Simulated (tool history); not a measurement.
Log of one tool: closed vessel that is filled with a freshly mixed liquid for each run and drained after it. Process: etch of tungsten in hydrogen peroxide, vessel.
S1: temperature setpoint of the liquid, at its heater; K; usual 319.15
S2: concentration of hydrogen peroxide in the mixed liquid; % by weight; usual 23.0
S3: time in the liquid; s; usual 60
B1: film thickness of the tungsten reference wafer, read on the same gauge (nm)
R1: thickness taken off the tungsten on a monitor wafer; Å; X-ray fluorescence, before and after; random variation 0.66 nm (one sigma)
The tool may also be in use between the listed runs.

Run 1, hour 0.0: usual settings; B1 29.96. Result: R1 1056.2 Å.
Run 2, hour 7.7: usual settings; B1 30.04. Result: R1 1057.0 Å.
Run 3, hour 23.9: usual settings; B1 29.95. Result: R1 1057.8 Å.
Run 4, hour 32.3: usual settings; B1 30.02. Result: R1 1050.9 Å.
Run 5, hour 43.0: usual settings; B1 30.02. Result: R1 1057.4 Å.
Run 6, hour 69.9: usual settings; B1 29.97. Result: R1 1031.2 Å.
Run 7, hour 78.2: usual settings; B1 30.06. Result: R1 1048.8 Å.
Run 8, hour 90.6: usual settings; B1 29.99. Result: R1 1047.1 Å.
At hour 94.8: thermometer replaced.
Run 9, hour 100.2: usual settings but S1 312.65 K; B1 29.96. Result: R1 688.5 Å.
Run 10, hour 111.7: usual settings but S1 312.65 K; B1 29.99. Result: R1 684.7 Å.
At hour 117.5: gauge calibrated.
At hour 118.0: peroxide flow meter replaced.
Run 11, hour 121.6: usual settings but S1 312.65 K; B1 30.02. Result: R1 675.8 Å.
Run 12, hour 136.2: usual settings; B1 30.06. Result: R1 1036.7 Å.
At hour 140.6: new drum of peroxide connected.
Run 13, hour 150.6: usual settings but S3 40 s; B1 29.97. Result: R1 721.7 Å.
Run 14, hour 162.5: usual settings; B1 29.99. Result: R1 1078.6 Å.
Run 15, hour 169.6: usual settings; B1 30.00. Result: R1 1080.7 Å.
Run 16, hour 179.6: usual settings but S1 324.65 K; B1 29.98. Result: R1 1518.7 Å.
Run 17, hour 192.7: usual settings but S1 312.65 K; B1 29.98. Result: R1 703.8 Å.
Run 18, hour 198.8: usual settings but S1 316.15 K, S2 18.5 % by weight, S3 45 s; B1 29.98. Result: R1 594.3 Å.
Run 19, hour 206.9: usual settings but S2 27.0 % by weight, S3 40 s; B1 30.02. Result: R1 774.7 Å.
Run 20, hour 213.9: usual settings but S1 327.65 K, S3 90 s; B1 29.99. Result: R1 2693.8 Å.
Run 21, hour 221.5: usual settings but S1 309.65 K, S2 26.0 % by weight, S3 45 s; B1 29.97. Result: R1 461.3 Å.
Run 22, hour 232.7: usual settings; B1 30.00. Result: R1 1073.2 Å.
Run 23, hour 246.0: usual settings but S1 325.65 K, S2 19.0 % by weight, S3 35 s; B1 30.01. Result: R1 845.8 Å.
Run 24, hour 261.4: usual settings but S1 311.15 K, S2 19.5 % by weight, S3 95 s; B1 29.96. Result: R1 933.7 Å.

The tool's hidden state at each run:
liquid hotter than its thermometer reads (K): 0 in every run
peroxide flow below the setpoint (%): 0 in every run
gauge reads high (%): 0 in every run
H1: peroxide weaker than its label (%)
run    H1
  1  5.71
  2  5.88
  3  6.24
  4  6.43
  5  6.67
  6  7.27
  7  7.45
  8  7.73
  9  7.94
 10   8.2
 11  8.42
 12  8.75
 13  1.37
 14  1.63
 15  1.79
 16  2.01
 17   2.3
 18  2.44
 19  2.62
 20  2.78
 21  2.95
 22  3.19
 23  3.49
 24  3.83
